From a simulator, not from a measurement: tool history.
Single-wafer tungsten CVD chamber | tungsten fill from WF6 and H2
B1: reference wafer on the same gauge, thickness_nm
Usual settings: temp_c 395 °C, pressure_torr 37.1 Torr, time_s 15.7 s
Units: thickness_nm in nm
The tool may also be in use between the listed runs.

Run 1, hour 0: usual settings but time_s 18 s; B1 53.883. Result: thickness_nm 54.441 nm.
Run 2, hour 10: usual settings but time_s 18 s; B1 53.903. Result: thickness_nm 54.588 nm.
Run 3, hour 17: usual settings but time_s 18 s; B1 53.894. Result: thickness_nm 54.602 nm.
Run 4, hour 29.2: usual settings; B1 53.905. Result: thickness_nm 47.331 nm.
Run 5, hour 44: usual settings but pressure_torr 39.3 Torr; B1 53.89. Result: thickness_nm 48.26 nm.
Run 6, hour 55.6: usual settings but pressure_torr 41.1 Torr, time_s 14.7 s; B1 53.893. Result: thickness_nm 45.644 nm.
Run 7, hour 69.3: usual settings; B1 53.896. Result: thickness_nm 47.517 nm.
Run 8, hour 82.9: usual settings; B1 53.879. Result: thickness_nm 47.488 nm.
Run 9, hour 129.1: usual settings; B1 53.88. Result: thickness_nm 47.632 nm.
Run 10, hour 151.2: usual settings but time_s 16.9 s; B1 53.899. Result: thickness_nm 49.197 nm.
Run 11, hour 153.7: usual settings but time_s 16.9 s; B1 53.94. Result: thickness_nm 49.072 nm.
Run 12, hour 181: usual settings but time_s 17.3 s; B1 53.919. Result: thickness_nm 50.542 nm.
Run 13, hour 190.8: usual settings but time_s 17.3 s; B1 53.902. Result: thickness_nm 50.297 nm.
Run 14, hour 199.3: usual settings but time_s 17.3 s; B1 53.909. Result: thickness_nm 50.438 nm.
Run 15, hour 212: usual settings; B1 53.849. Result: thickness_nm 45.985 nm.
Run 16, hour 229.3: usual settings; B1 53.87. Result: thickness_nm 45.622 nm.
Run 17, hour 242.6: usual settings but temp_c 403 °C, pressure_torr 30.5 Torr, time_s 14.2 s; B1 53.881. Result: thickness_nm 45.604 nm.
Run 18, hour 254.7: usual settings but temp_c 382 °C, pressure_torr 41.1 Torr, time_s 18.3 s; B1 53.889. Result: thickness_nm 42.298 nm.
Run 19, hour 264.7: usual settings but temp_c 405 °C; B1 53.866. Result: thickness_nm 55.079 nm.
Run 20, hour 275.5: usual settings but temp_c 405 °C, time_s 13.1 s; B1 53.903. Result: thickness_nm 46.307 nm.
Run 21, hour 288.6: usual settings but temp_c 389 °C, pressure_torr 43.3 Torr, time_s 12.9 s; B1 53.901. Result: thickness_nm 34.821 nm.
Run 22, hour 305.1: usual settings but temp_c 403 °C, pressure_torr 40.9 Torr; B1 53.892. Result: thickness_nm 54.681 nm.
Run 23, hour 321.9: usual settings; B1 53.908. Result: thickness_nm 45.776 nm.
Run 24, hour 343.9: usual settings; B1 53.881. Result: thickness_nm 45.904 nm.
Run 25, hour 357.1: usual settings but temp_c 384 °C, time_s 14.6 s; B1 53.916. Result: thickness_nm 33.951 nm.
Run 26, hour 370.8: usual settings but pressure_torr 41.1 Torr, time_s 14.7 s; B1 53.906. Result: thickness_nm 44.234 nm.
Run 27, hour 380: usual settings; B1 53.929. Result: thickness_nm 45.646 nm.
Run 28, hour 390.5: usual settings but temp_c 382 °C, pressure_torr 30 Torr, time_s 17.5 s; B1 53.89. Result: thickness_nm 37.024 nm.
Run 29, hour 406: usual settings but temp_c 399 °C; B1 53.913. Result: thickness_nm 49.35 nm.
Run 30, hour 414.4: usual settings but pressure_torr 33.9 Torr, time_s 14.3 s; B1 53.913. Result: thickness_nm 40.586 nm.
Run 31, hour 431.1: usual settings but temp_c 409 °C, pressure_torr 32.6 Torr, time_s 14.7 s; B1 53.896. Result: thickness_nm 53.665 nm.
Run 32, hour 444.5: usual settings; B1 53.882. Result: thickness_nm 45.75 nm.
Run 33, hour 453.4: usual settings but temp_c 381 °C, pressure_torr 46 Torr, time_s 14.1 s; B1 53.868. Result: thickness_nm 32.875 nm.

Taken out of this log: 4 entries between the listed runs. Where each belongs, and how the hidden state differs across it:
Between runs 9 and 10: thermocouple changed; heater temperature recalibrated (hour 150.7)
  wafer temperature above the value expected at the setpoint (K): 1.91 -> -0.182
  measured less the result without the state, thickness_nm: +1.735 -> -0.176 nm
Between runs 11 and 12: showerhead replaced (hour 165.6); capacitance manometer re-zeroed and calibrated (hour 168.1)
  no hidden state differs between the two runs
  measured less the result without the state, thickness_nm: -0.175 -> -0.179 nm
Between runs 17 and 18: gauge calibrated (hour 246.3)
  wafer temperature above the value expected at the setpoint (K): -0.174 -> -0.172
  measured less the result without the state, thickness_nm: -0.146 -> -0.152 nm
